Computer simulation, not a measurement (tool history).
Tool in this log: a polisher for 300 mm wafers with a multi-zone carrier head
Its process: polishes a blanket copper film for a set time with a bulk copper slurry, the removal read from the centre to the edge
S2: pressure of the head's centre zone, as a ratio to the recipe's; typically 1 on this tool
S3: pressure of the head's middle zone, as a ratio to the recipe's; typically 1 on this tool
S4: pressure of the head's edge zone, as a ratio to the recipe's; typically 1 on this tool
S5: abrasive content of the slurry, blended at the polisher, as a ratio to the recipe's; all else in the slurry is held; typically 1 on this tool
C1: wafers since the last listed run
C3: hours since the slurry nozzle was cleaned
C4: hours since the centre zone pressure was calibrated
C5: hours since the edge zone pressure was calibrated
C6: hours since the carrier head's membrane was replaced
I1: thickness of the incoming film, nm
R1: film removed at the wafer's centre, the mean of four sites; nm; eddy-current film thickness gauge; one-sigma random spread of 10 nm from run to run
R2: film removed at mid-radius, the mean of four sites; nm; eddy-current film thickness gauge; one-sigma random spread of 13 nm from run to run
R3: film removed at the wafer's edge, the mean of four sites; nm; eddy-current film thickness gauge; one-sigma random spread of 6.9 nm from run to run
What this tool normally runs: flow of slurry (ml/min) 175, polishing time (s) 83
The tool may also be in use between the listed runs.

{"run": 1, "hour": 0.0, "flow of slurry (ml/min)": 175, "S2": 1, "S3": 1, "S4": 1, "S5": 1, "polishing time (s)": 83, "C1": 0, "wafers polished on this pad": 1712, "C3": 319.3, "C4": 616.6, "C5": 258.3, "C6": 83.5, "I1": 3664.8, "R1": 893.6, "R2": 956.7, "R3": 946.3}
{"hour": 24.7, "done": "slurry nozzle cleaned"}
{"run": 2, "hour": 46.5, "flow of slurry (ml/min)": 175, "S2": 1, "S3": 1, "S4": 1, "S5": 1, "polishing time (s)": 83, "C1": 286, "wafers polished on this pad": 1999, "C3": 21.8, "C4": 663.1, "C5": 304.8, "C6": 130, "I1": 3602.6, "R1": 890.2, "R2": 969.9, "R3": 949.9}
{"hour": 58.4, "done": "worn pad replaced by a new one"}
{"run": 3, "hour": 76.4, "flow of slurry (ml/min)": 175, "S2": 1, "S3": 0.89, "S4": 1, "S5": 1, "polishing time (s)": 83, "C1": 163, "wafers polished on this pad": 113, "C3": 51.7, "C4": 693, "C5": 334.7, "C6": 159.9, "I1": 3629.7, "R1": 870.5, "R2": 900.8, "R3": 956.4}
{"run": 4, "hour": 117.1, "flow of slurry (ml/min)": 175, "S2": 1, "S3": 1, "S4": 0.94, "S5": 1, "polishing time (s)": 83, "C1": 256, "wafers polished on this pad": 369, "C3": 92.4, "C4": 733.7, "C5": 375.4, "C6": 200.6, "I1": 3683.1, "R1": 881.5, "R2": 995.2, "R3": 920.5}
{"hour": 171.6, "done": "edge zone pressure recalibrated"}
{"run": 5, "hour": 171.9, "flow of slurry (ml/min)": 175, "S2": 1, "S3": 0.96, "S4": 1.08, "S5": 1, "polishing time (s)": 106, "C1": 332, "wafers polished on this pad": 702, "C3": 147.2, "C4": 788.5, "C5": 0.3, "C6": 255.4, "I1": 3594.7, "R1": 1135.9, "R2": 1187.8, "R3": 1267.1}
{"run": 6, "hour": 310.6, "flow of slurry (ml/min)": 175, "S2": 1, "S3": 1, "S4": 1, "S5": 1, "polishing time (s)": 83, "C1": 874, "wafers polished on this pad": 1576, "C3": 285.9, "C4": 927.2, "C5": 139, "C6": 394.1, "I1": 3609.7, "R1": 895.7, "R2": 960.5, "R3": 941.6}
{"run": 7, "hour": 347.8, "flow of slurry (ml/min)": 195, "S2": 1, "S3": 1.05, "S4": 1, "S5": 1, "polishing time (s)": 83, "C1": 234, "wafers polished on this pad": 1811, "C3": 323.1, "C4": 964.4, "C5": 176.2, "C6": 431.3, "I1": 3626, "R1": 893, "R2": 1037.6, "R3": 961.5}
{"hour": 399.6, "done": "carrier head's membrane replaced by a new one"}
{"run": 8, "hour": 400.1, "flow of slurry (ml/min)": 145, "S2": 1, "S3": 1, "S4": 1, "S5": 1, "polishing time (s)": 83, "C1": 298, "wafers polished on this pad": 2109, "C3": 375.4, "C4": 1016.7, "C5": 228.5, "C6": 0.5, "I1": 3630.2, "R1": 852.5, "R2": 918.9, "R3": 915.5}
{"hour": 403.8, "done": "slurry nozzle cleaned"}
{"hour": 409.6, "done": "centre zone pressure recalibrated"}
{"hour": 420.7, "done": "worn pad replaced by a new one"}
{"run": 9, "hour": 437.7, "flow of slurry (ml/min)": 155, "S2": 0.91, "S3": 1, "S4": 1, "S5": 1.15, "polishing time (s)": 83, "C1": 192, "wafers polished on this pad": 106, "C3": 33.9, "C4": 28.1, "C5": 266.1, "C6": 38.1, "I1": 3641.6, "R1": 884.1, "R2": 972.8, "R3": 948.6}
{"hour": 499.9, "done": "edge zone pressure recalibrated"}
{"run": 10, "hour": 506.5, "flow of slurry (ml/min)": 175, "S2": 1, "S3": 0.96, "S4": 1, "S5": 0.75, "polishing time (s)": 108, "C1": 421, "wafers polished on this pad": 527, "C3": 102.7, "C4": 96.9, "C5": 6.6, "C6": 106.9, "I1": 3672.5, "R1": 1165, "R2": 1170.6, "R3": 1170}
{"run": 11, "hour": 577.2, "flow of slurry (ml/min)": 175, "S2": 1, "S3": 1, "S4": 1, "S5": 1, "polishing time (s)": 83, "C1": 445, "wafers polished on this pad": 973, "C3": 173.4, "C4": 167.6, "C5": 77.3, "C6": 177.6, "I1": 3641.2, "R1": 909.1, "R2": 947.2, "R3": 956.9}
{"run": 12, "hour": 605.7, "flow of slurry (ml/min)": 175, "S2": 1, "S3": 0.91, "S4": 1, "S5": 1, "polishing time (s)": 64, "C1": 179, "wafers polished on this pad": 1153, "C3": 201.9, "C4": 196.1, "C5": 105.8, "C6": 206.1, "I1": 3588.9, "R1": 718.5, "R2": 694.4, "R3": 731.5}
{"run": 13, "hour": 671.8, "flow of slurry (ml/min)": 175, "S2": 1, "S3": 1, "S4": 1, "S5": 1, "polishing time (s)": 107, "C1": 416, "wafers polished on this pad": 1569, "C3": 268, "C4": 262.2, "C5": 171.9, "C6": 272.2, "I1": 3700.7, "R1": 1182.2, "R2": 1248.3, "R3": 1226.4}
{"run": 14, "hour": 741.1, "flow of slurry (ml/min)": 175, "S2": 1, "S3": 1, "S4": 1, "S5": 1, "polishing time (s)": 83, "C1": 436, "wafers polished on this pad": 2006, "C3": 337.3, "C4": 331.5, "C5": 241.2, "C6": 341.5, "I1": 3653.8, "R1": 887.9, "R2": 980.5, "R3": 938.2}
{"run": 15, "hour": 780.6, "flow of slurry (ml/min)": 175, "S2": 1, "S3": 0.96, "S4": 1.08, "S5": 1, "polishing time (s)": 106, "C1": 248, "wafers polished on this pad": 2255, "C3": 376.8, "C4": 371, "C5": 280.7, "C6": 381, "I1": 3667.9, "R1": 1152.3, "R2": 1220.6, "R3": 1257}
{"hour": 790.5, "done": "worn pad replaced by a new one"}
{"hour": 800.7, "done": "slurry nozzle cleaned"}
{"run": 16, "hour": 813.3, "flow of slurry (ml/min)": 175, "S2": 1, "S3": 1, "S4": 0.89, "S5": 1.1, "polishing time (s)": 83, "C1": 174, "wafers polished on this pad": 137, "C3": 12.6, "C4": 403.7, "C5": 313.4, "C6": 413.7, "I1": 3621.5, "R1": 934.3, "R2": 992.4, "R3": 920.5}
{"run": 17, "hour": 878.6, "flow of slurry (ml/min)": 175, "S2": 1, "S3": 1, "S4": 1, "S5": 1, "polishing time (s)": 83, "C1": 411, "wafers polished on this pad": 548, "C3": 77.9, "C4": 469, "C5": 378.7, "C6": 479, "I1": 3620.9, "R1": 886.7, "R2": 985.6, "R3": 955.4}
{"hour": 891.0, "done": "carrier head's membrane replaced by a new one"}
{"hour": 897.4, "done": "edge zone pressure recalibrated"}
{"run": 18, "hour": 909.7, "flow of slurry (ml/min)": 175, "S2": 1, "S3": 0.92, "S4": 1, "S5": 0.9, "polishing time (s)": 56, "C1": 151, "wafers polished on this pad": 700, "C3": 109, "C4": 500.1, "C5": 12.3, "C6": 18.7, "I1": 3629.6, "R1": 586.7, "R2": 598.3, "R3": 632.1}
{"run": 19, "hour": 976.4, "flow of slurry (ml/min)": 175, "S2": 0.88, "S3": 0.88, "S4": 1, "S5": 1, "polishing time (s)": 83, "C1": 420, "wafers polished on this pad": 1121, "C3": 175.7, "C4": 566.8, "C5": 79, "C6": 85.4, "I1": 3575.3, "R1": 793.2, "R2": 879.1, "R3": 955.1}
{"run": 20, "hour": 1041.5, "flow of slurry (ml/min)": 175, "S2": 0.94, "S3": 1, "S4": 0.93, "S5": 1.1, "polishing time (s)": 83, "C1": 410, "wafers polished on this pad": 1531, "C3": 240.8, "C4": 631.9, "C5": 144.1, "C6": 150.5, "I1": 3696.9, "R1": 850.1, "R2": 1023.8, "R3": 937.2}

5 ways to go on from here, each from the tool as it stands after run 20. What would each give?
{"run": "A", "hour": 1041.9, "flow of slurry (ml/min)": 175, "S2": 1, "S3": 1, "S4": 1, "S5": 1, "polishing time (s)": 83, "C1": 2, "wafers polished on this pad": 1533, "C3": 241.2, "C4": 632.3, "C5": 144.5, "C6": 150.9, "I1": 3588.7, "R1": "?", "R2": "?", "R3": "?"}
{"run": "B", "hour": 1041.9, "flow of slurry (ml/min)": 135, "S2": 1, "S3": 1, "S4": 1, "S5": 1.1, "polishing time (s)": 83, "C1": 2, "wafers polished on this pad": 1533, "C3": 241.2, "C4": 632.3, "C5": 144.5, "C6": 150.9, "I1": 3588.7, "R1": "?", "R2": "?", "R3": "?"}
{"run": "C", "hour": 1041.9, "flow of slurry (ml/min)": 220, "S2": 1, "S3": 1, "S4": 1, "S5": 1, "polishing time (s)": 83, "C1": 2, "wafers polished on this pad": 1533, "C3": 241.2, "C4": 632.3, "C5": 144.5, "C6": 150.9, "I1": 3588.7, "R1": "?", "R2": "?", "R3": "?"}
{"run": "D", "hour": 1041.9, "flow of slurry (ml/min)": 225, "S2": 0.95, "S3": 1, "S4": 1.08, "S5": 1.1, "polishing time (s)": 83, "C1": 2, "wafers polished on this pad": 1533, "C3": 241.2, "C4": 632.3, "C5": 144.5, "C6": 150.9, "I1": 3588.7, "R1": "?", "R2": "?", "R3": "?"}
{"run": "E", "hour": 1041.9, "flow of slurry (ml/min)": 175, "S2": 1, "S3": 1, "S4": 1.05, "S5": 1.1, "polishing time (s)": 83, "C1": 2, "wafers polished on this pad": 1533, "C3": 241.2, "C4": 632.3, "C5": 144.5, "C6": 150.9, "I1": 3588.7, "R1": "?", "R2": "?", "R3": "?"}

run=A R1=874.8 R2=981.7 R3=954.7
run=B R1=838.3 R2=947.4 R3=935.7
run=C R1=910.9 R2=1018 R3=980.6
run=D R1=894.9 R2=1040.9 R3=1040.5
run=E R1=891.6 R2=1000.6 R3=996.6
Had the tool no hidden state, the same runs would have come out as:
run=A R1=963.6 R2=981.3 R3=954.7
run=B R1=923.5 R2=946.9 R3=935.7
run=C R1=1003.4 R2=1017.5 R3=980.6
run=D R1=986.2 R2=1040.4 R3=1040.5
run=E R1=982.2 R2=1000.1 R3=996.6
